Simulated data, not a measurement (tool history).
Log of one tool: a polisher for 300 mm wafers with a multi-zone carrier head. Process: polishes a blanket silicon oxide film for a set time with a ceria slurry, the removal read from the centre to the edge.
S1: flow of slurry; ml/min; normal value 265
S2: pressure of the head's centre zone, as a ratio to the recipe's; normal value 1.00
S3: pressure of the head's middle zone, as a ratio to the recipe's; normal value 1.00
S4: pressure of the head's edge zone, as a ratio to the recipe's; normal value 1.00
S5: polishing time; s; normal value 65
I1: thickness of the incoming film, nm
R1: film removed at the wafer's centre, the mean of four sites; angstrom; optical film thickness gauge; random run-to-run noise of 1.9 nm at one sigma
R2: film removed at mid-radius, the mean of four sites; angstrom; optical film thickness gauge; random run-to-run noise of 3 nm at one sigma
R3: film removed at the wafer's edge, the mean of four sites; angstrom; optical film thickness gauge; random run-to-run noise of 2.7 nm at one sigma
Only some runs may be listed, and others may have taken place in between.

run    hour   S1    S2    S3    S4  S5     I1    R1    R2    R3
  1     0.0  265  1.00  1.00  1.00  65  796.1  2383  2449  2325
       12.0  -- worn pad replaced by a new one
  2   126.7  265  1.00  1.00  1.00  65  782.2  2488  2513  2462
  3   183.5  265  1.00  1.00  1.00  74  776.5  2767  2805  2714
      225.7  -- worn pad replaced by a new one
  4   243.2  265  1.00  1.00  1.00  74  789.0  2861  2839  2859
  5   287.2  265  1.00  1.00  1.00  74  785.9  2839  2877  2786
  6   368.2  265  1.00  1.00  1.00  65  782.2  2422  2496  2346
  7   439.4  265  1.00  1.00  1.00  65  787.9  2372  2377  2335
      444.7  -- worn pad replaced by a new one
  8   522.4  265  1.00  1.00  1.00  65  777.8  2516  2513  2485
      555.8  -- slurry nozzle cleaned
      570.1  -- centre zone pressure recalibrated
  9   574.8  265  1.00  1.00  1.00  65  794.6  2490  2478  2405
      667.2  -- worn pad replaced by a new one
 10   667.7  265  1.00  1.00  1.00  65  790.5  2554  2542  2523
 11   710.7  265  1.00  1.00  1.00  74  789.2  2864  2915  2842
 12   766.3  265  1.00  0.91  1.10  65  786.0  2526  2303  2567
      813.4  -- carrier head's membrane replaced by a new one
 13   834.4  265  1.00  1.00  1.12  79  780.0  2955  2995  3183
      886.6  -- edge zone pressure recalibrated
      910.6  -- worn pad replaced by a new one
 14   912.4  265  1.00  1.00  1.00  65  778.4  2574  2560  2481
 15   975.8  350  1.00  1.05  1.00  48  784.6  1910  1962  1903
 16  1033.1  265  0.94  0.91  1.06  71  772.9  2539  2508  2784
 17  1124.1  265  1.00  1.07  0.92  47  777.4  1770  1882  1655
     1148.4  -- worn pad replaced by a new one
 18  1175.6  265  0.95  1.00  1.00  65  786.4  2412  2621  2509
 19  1235.0  265  0.88  1.00  1.05  53  792.8  1788  2075  2046

4 options for the next run, each taken on its own from the tool as it stands now. Forecast them:
  A  1235.4  265  1.00  1.00  1.00  65  792.8   ?   ?   ?
  B  1235.4  265  1.00  1.12  1.00  65  792.8   ?   ?   ?
  C  1235.4  180  1.10  1.04  1.08  65  792.8   ?   ?   ?
  D  1235.4  220  1.00  1.00  0.91  71  792.8   ?   ?   ?

run    R1    R2    R3
  A  2508  2528  2496
  B  2510  2784  2492
  C  2584  2461  2479
  D  2664  2693  2559
With no hidden state in the tool, these same runs would have given:
run    R1    R2    R3
  A  2590  2611  2578
  B  2592  2875  2574
  C  2668  2541  2560
  D  2751  2781  2643
